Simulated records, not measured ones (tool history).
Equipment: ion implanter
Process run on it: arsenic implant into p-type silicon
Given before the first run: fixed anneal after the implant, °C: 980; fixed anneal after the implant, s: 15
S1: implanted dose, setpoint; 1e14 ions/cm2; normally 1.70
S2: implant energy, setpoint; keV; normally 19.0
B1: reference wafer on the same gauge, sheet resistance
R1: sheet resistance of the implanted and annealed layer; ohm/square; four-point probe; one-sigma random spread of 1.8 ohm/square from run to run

run	hour	S1	S2	B1	R1
1	0.0	1.70	19.0	437.82	418.00
2	30.6	1.70	19.0	438.22	422.27
3	51.8	1.70	19.0	437.61	421.97
4	75.7	1.70	19.0	437.95	421.97
5	124.4	1.70	19.0	437.84	417.79
6	145.0	1.70	19.0	437.90	421.41
7	166.0	1.70	19.0	438.35	416.25
8	178.2	1.70	19.0	438.11	418.94
9	197.8	1.92	16.5	438.16	391.69
10	220.2	1.92	16.5	437.90	389.39
11	237.6	1.85	19.0	437.81	392.63
# hour 253.4: gauge calibrated
12	257.1	1.70	19.0	438.38	416.81
13	287.1	1.70	22.5	437.83	410.73
14	303.9	1.99	15.0	438.13	382.45
15	335.7	1.70	19.0	437.77	419.68
16	358.1	1.70	19.0	438.58	415.31
17	392.0	1.70	19.0	437.87	415.55
18	419.1	2.14	14.5	438.14	365.00
19	444.4	1.70	19.0	437.76	417.39
# hour 478.2: Faraday cup replaced and dose calibrated
# hour 486.3: extraction supply calibrated
20	486.8	1.48	13.5	438.30	496.58
21	499.9	1.98	13.0	438.41	401.04
22	512.2	1.70	22.5	438.17	416.85
23	596.4	1.20	22.5	438.24	536.65
24	613.8	1.91	24.0	437.86	380.16
25	629.0	1.47	19.0	437.81	470.78
# hour 654.5: gauge calibrated
26	658.9	2.12	24.0	437.94	350.78
27	672.8	1.39	19.0	437.78	492.72
28	685.7	1.46	21.0	437.75	469.23
29	717.8	1.83	12.5	437.77	428.02
30	750.5	1.53	16.0	437.80	472.79
31	776.9	1.47	19.0	438.24	474.78
32	793.7	1.70	22.5	438.08	414.36
33	827.9	1.31	23.0	437.60	495.43
34	857.8	1.44	13.5	437.80	503.32

Forecast each of these 5 alternatives for the next run:
A	858.2	1.70	19.0	?	?
B	858.2	1.26	25.0	?	?
C	858.2	1.88	13.5	?	?
D	858.2	1.42	16.5	?	?
E	858.2	1.70	21.0	?	?

run	B1	R1
A	437.94	426.56
B	437.94	506.23
C	437.94	415.48
D	437.94	496.64
E	437.94	420.18
Take away the tool's hidden state, keep each run's random variation, and the runs would have read:
run	R1
A	429.70
B	509.82
C	418.60
D	500.28
E	423.25

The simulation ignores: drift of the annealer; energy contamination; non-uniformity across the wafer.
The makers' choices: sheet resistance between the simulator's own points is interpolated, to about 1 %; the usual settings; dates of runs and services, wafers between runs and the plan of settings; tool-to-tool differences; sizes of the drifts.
